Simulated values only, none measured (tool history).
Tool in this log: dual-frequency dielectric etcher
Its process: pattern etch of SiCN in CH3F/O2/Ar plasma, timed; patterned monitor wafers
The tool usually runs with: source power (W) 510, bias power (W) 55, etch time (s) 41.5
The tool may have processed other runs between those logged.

run	hour	source power (W)	bias power (W)	etch time (s)	wafers since the last listed run	hours since the last wet clean	hours since the last source power generator calibration	hours since the last bias power generator calibration	hours since the last upper electrode change	hours since the gauge calibration	read-back reference wafer on the same gauge, depth_nm	mean etch depth across the wafer (nm)
1	0.0	510	55	41.5	0	251.9	840.2	1978.8	1913.0	1042.3	12.82	13.67
2	26.0	510	55	48.5	402	277.9	866.2	2004.8	1939.0	1068.3	12.82	15.79
3	58.0	510	55	48.5	494	309.9	898.2	2036.8	1971.0	1100.3	12.79	15.90
4	101.8	510	55	41.5	677	353.7	942.0	2080.6	2014.8	1144.1	12.80	13.52
5	141.7	510	55	41.5	616	393.6	981.9	2120.5	2054.7	1184.0	12.77	13.48
6	209.5	510	55	41.5	1048	461.4	1049.7	2188.3	2122.5	1251.8	12.75	13.55
7	265.1	510	55	41.5	859	517.0	1105.3	2243.9	2178.1	1307.4	12.74	13.43
# hour 309.1: wet clean of the chamber
8	309.6	510	66	41.5	316	0.5	1149.8	2288.4	2222.6	1351.9	12.72	14.41
9	344.2	510	66	41.5	534	35.1	1184.4	2323.0	2257.2	1386.5	12.72	14.49
10	381.1	510	66	41.5	570	72.0	1221.3	2359.9	2294.1	1423.4	12.71	14.42
11	417.2	510	67	41.5	558	108.1	1257.4	2396.0	2330.2	1459.5	12.69	14.50
12	446.5	550	55	48.0	453	137.4	1286.7	2425.3	2359.5	1488.8	12.68	15.89
13	493.0	460	55	34.0	718	183.9	1333.2	2471.8	2406.0	1535.3	12.67	10.71
# hour 527.2: gauge calibrated
14	553.8	510	55	41.5	940	244.7	1394.0	2532.6	2466.8	26.6	13.18	13.97
15	744.9	510	63	41.5	2954	435.8	1585.1	2723.7	2657.9	217.7	13.11	14.60
# hour 811.6: wet clean of the chamber
16	812.1	510	69	34.0	667	0.5	1652.3	2790.9	2725.1	284.9	13.09	12.51
# hour 836.2: upper electrode replaced
17	836.7	510	55	41.5	9	25.1	1676.9	2815.5	0.5	309.5	13.09	13.83
# hour 841.6: bias power generator calibrated
18	870.8	510	55	41.5	465	59.2	1711.0	29.2	34.6	343.6	13.08	13.82
19	906.0	560	55	41.5	544	94.4	1746.2	64.4	69.8	378.8	13.07	14.23
# hour 927.2: source power generator calibrated
20	946.9	510	55	41.5	570	135.3	19.7	105.3	110.7	419.7	13.06	13.79
21	995.5	510	55	45.0	751	183.9	68.3	153.9	159.3	468.3	13.04	14.98
22	1021.4	510	67	29.5	400	209.8	94.2	179.8	185.2	494.2	13.04	10.56
23	1052.3	590	46	49.0	477	240.7	125.1	210.7	216.1	525.1	13.02	15.87
24	1091.7	580	55	50.0	609	280.1	164.5	250.1	255.5	564.5	13.01	17.13
25	1131.0	510	42	33.5	607	319.4	203.8	289.4	294.8	603.8	13.00	10.01
26	1191.0	450	42	36.5	927	379.4	263.8	349.4	354.8	663.8	12.97	10.45
27	1223.3	510	55	41.5	499	411.7	296.1	381.7	387.1	696.1	12.96	13.73
28	1261.7	470	67	41.5	593	450.1	334.5	420.1	425.5	734.5	12.94	14.38
# hour 1428.9: wet clean of the chamber
29	1476.8	430	69	35.5	2954	47.9	549.6	635.2	640.6	949.6	12.91	12.08
30	1506.9	560	59	41.5	465	78.0	579.7	665.3	670.7	979.7	12.88	14.46
31	1547.5	590	49	32.5	627	118.6	620.3	705.9	711.3	1020.3	12.87	10.66

Below, some changes in mean etch depth across the wafer (nm) between adjacent runs. For each, the amount present without the hidden state too (settings, incoming material, random variation) and the amount remaining for the hidden state with gauge scatter not shared by both compared results:
Hidden conditions of the tool in this case: etch rate over this chamber's usual, %; source power that arrives over what is set, %; bias power that arrives over what is set, %; gauge reads high (%).
Run 12 -> 13: source power (W) 550 -> 460, etch time (s) 48.0 -> 34.0. mean etch depth across the wafer (nm) -5.18: hidden state +0.20, all else -5.38.
Run 13 -> 14: source power (W) 460 -> 510, etch time (s) 34.0 -> 41.5, gauge calibrated. mean etch depth across the wafer (nm) +3.26: hidden state +0.43, all else +2.83.
Run 22 -> 23: source power (W) 510 -> 590, bias power (W) 67 -> 46, etch time (s) 29.5 -> 49.0. mean etch depth across the wafer (nm) +5.31: hidden state -0.07, all else +5.38.
Run 24 -> 25: source power (W) 580 -> 510, bias power (W) 55 -> 42, etch time (s) 50.0 -> 33.5. mean etch depth across the wafer (nm) -7.12: hidden state +0.10, all else -7.22.
